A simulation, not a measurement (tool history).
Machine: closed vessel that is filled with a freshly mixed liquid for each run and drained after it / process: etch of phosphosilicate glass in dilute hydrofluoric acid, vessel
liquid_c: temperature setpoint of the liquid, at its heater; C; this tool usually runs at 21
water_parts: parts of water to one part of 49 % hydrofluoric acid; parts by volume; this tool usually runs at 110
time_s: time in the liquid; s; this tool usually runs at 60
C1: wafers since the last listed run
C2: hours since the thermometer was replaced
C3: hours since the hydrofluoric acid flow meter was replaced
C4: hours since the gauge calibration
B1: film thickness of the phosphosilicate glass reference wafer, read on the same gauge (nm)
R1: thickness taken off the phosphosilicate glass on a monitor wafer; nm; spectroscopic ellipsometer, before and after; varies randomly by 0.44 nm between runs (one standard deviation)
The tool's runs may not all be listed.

run 1 hour=0 | liquid_c=21 water_parts=120 time_s=40 | C1=0 C2=1498.2 C3=1724.1 C4=647.3 | B1=49.99 | R1=32.33
run 2 hour=67.7 | liquid_c=21 water_parts=120 time_s=40 | C1=9701 C2=1565.9 C3=1791.8 C4=715 | B1=50.03 | R1=33.36
run 3 hour=99.4 | liquid_c=21 water_parts=110 time_s=35 | C1=4542 C2=1597.6 C3=1823.5 C4=746.7 | B1=49.99 | R1=32.14
run 4 hour=129.1 | liquid_c=21 water_parts=110 time_s=60 | C1=4256 C2=1627.3 C3=1853.2 C4=776.4 | B1=50.02 | R1=55.08
run 5 hour=169.1 | liquid_c=21 water_parts=110 time_s=60 | C1=5732 C2=1667.3 C3=1893.2 C4=816.4 | B1=49.97 | R1=55.41
run 6 hour=208.8 | liquid_c=21 water_parts=110 time_s=60 | C1=5689 C2=1707 C3=1932.9 C4=856.1 | B1=50.02 | R1=55.57
run 7 hour=238 | liquid_c=21 water_parts=110 time_s=85 | C1=4184 C2=1736.2 C3=1962.1 C4=885.3 | B1=50.01 | R1=76.89
run 8 hour=286.5 | liquid_c=21 water_parts=110 time_s=85 | C1=6950 C2=1784.7 C3=2010.6 C4=933.8 | B1=50.04 | R1=79.4
run 9 hour=341 | liquid_c=21 water_parts=110 time_s=60 | C1=7810 C2=1839.2 C3=2065.1 C4=988.3 | B1=49.97 | R1=55.59
-- hour=344.4 hydrofluoric acid flow meter replaced
run 10 hour=385.9 | liquid_c=21 water_parts=110 time_s=60 | C1=6291 C2=1884.1 C3=41.5 C4=1033.2 | B1=49.98 | R1=50.19
run 11 hour=429.5 | liquid_c=21 water_parts=110 time_s=60 | C1=6248 C2=1927.7 C3=85.1 C4=1076.8 | B1=50 | R1=49.74
run 12 hour=478.7 | liquid_c=21 water_parts=110 time_s=60 | C1=7050 C2=1976.9 C3=134.3 C4=1126 | B1=50.02 | R1=50.94
run 13 hour=543.8 | liquid_c=21 water_parts=155 time_s=60 | C1=9329 C2=2042 C3=199.4 C4=1191.1 | B1=50.05 | R1=34.16
run 14 hour=601 | liquid_c=22.5 water_parts=110 time_s=75 | C1=8196 C2=2099.2 C3=256.6 C4=1248.3 | B1=50 | R1=67.65
run 15 hour=662.2 | liquid_c=21 water_parts=110 time_s=70 | C1=8770 C2=2160.4 C3=317.8 C4=1309.5 | B1=49.98 | R1=60.56
-- hour=694 gauge calibrated
run 16 hour=710.7 | liquid_c=21 water_parts=110 time_s=60 | C1=6950 C2=2208.9 C3=366.3 C4=16.7 | B1=50.01 | R1=51.88
run 17 hour=740.9 | liquid_c=23.5 water_parts=130 time_s=90 | C1=4327 C2=2239.1 C3=396.5 C4=46.9 | B1=49.98 | R1=71.21
run 18 hour=808.6 | liquid_c=17.5 water_parts=60 time_s=60 | C1=9701 C2=2306.8 C3=464.2 C4=114.6 | B1=49.98 | R1=87.85
-- hour=834.6 thermometer replaced
run 19 hour=869.5 | liquid_c=24 water_parts=110 time_s=45 | C1=8583 C2=34.9 C3=525.1 C4=175.5 | B1=50.02 | R1=40.49
run 20 hour=938.7 | liquid_c=18 water_parts=75 time_s=60 | C1=9916 C2=104.1 C3=594.3 C4=244.7 | B1=49.99 | R1=64.5
run 21 hour=1010.1 | liquid_c=26 water_parts=110 time_s=60 | C1=10231 C2=175.5 C3=665.7 C4=316.1 | B1=50.04 | R1=59.65
run 22 hour=1078 | liquid_c=23.5 water_parts=60 time_s=70 | C1=9730 C2=243.4 C3=733.6 C4=384 | B1=49.97 | R1=121.94
run 23 hour=1104.5 | liquid_c=24 water_parts=110 time_s=45 | C1=3797 C2=269.9 C3=760.1 C4=410.5 | B1=49.97 | R1=41.9
run 24 hour=1138.9 | liquid_c=25.5 water_parts=135 time_s=60 | C1=4929 C2=304.3 C3=794.5 C4=444.9 | B1=50 | R1=46.76
run 25 hour=1187.8 | liquid_c=23.5 water_parts=130 time_s=90 | C1=7007 C2=353.2 C3=843.4 C4=493.8 | B1=49.99 | R1=67.4
run 26 hour=1230.3 | liquid_c=21 water_parts=110 time_s=60 | C1=6090 C2=395.7 C3=885.9 C4=536.3 | B1=50.01 | R1=49.41
run 27 hour=1265 | liquid_c=21 water_parts=110 time_s=60 | C1=4972 C2=430.4 C3=920.6 C4=571 | B1=49.99 | R1=50.52
run 28 hour=1312.1 | liquid_c=21 water_parts=110 time_s=75 | C1=6749 C2=477.5 C3=967.7 C4=618.1 | B1=50.02 | R1=62.04
run 29 hour=1377.6 | liquid_c=25.5 water_parts=135 time_s=60 | C1=9386 C2=543 C3=1033.2 C4=683.6 | B1=49.95 | R1=47.45
run 30 hour=1423.3 | liquid_c=21 water_parts=110 time_s=60 | C1=6548 C2=588.7 C3=1078.9 C4=729.3 | B1=49.98 | R1=50.71
run 31 hour=1462.9 | liquid_c=19.5 water_parts=70 time_s=85 | C1=5674 C2=628.3 C3=1118.5 C4=768.9 | B1=49.99 | R1=111.17

Some steps in R1 between neighbouring runs. How much of each would the tool show without its hidden state too (settings, what came in, random variation), and how much is left for the hidden state, with any gauge scatter that isn't in both results?
What the log doesn't record here: liquid hotter than its thermometer reads (K); hydrofluoric acid flow above the setpoint (%); gauge reads high (%).
Run 9 -> 10: hydrofluoric acid flow meter replaced. R1 -5.4 nm: hidden state -5.47, all else +0.07.
Run 18 -> 19: liquid_c 17.5 -> 24, water_parts 60 -> 110, time_s 60 -> 45, thermometer replaced. R1 -47.36 nm: hidden state -9.25, all else -38.11.
Run 21 -> 22: liquid_c 26 -> 23.5, water_parts 110 -> 60, time_s 60 -> 70. R1 +62.29 nm: hidden state +4.27, all else +58.02.
Run 22 -> 23: liquid_c 23.5 -> 24, water_parts 60 -> 110, time_s 70 -> 45. R1 -80.04 nm: hidden state -5, all else -75.04.
Run 30 -> 31: liquid_c 21 -> 19.5, water_parts 110 -> 70, time_s 60 -> 85. R1 +60.46 nm: hidden state +5.87, all else +54.59.
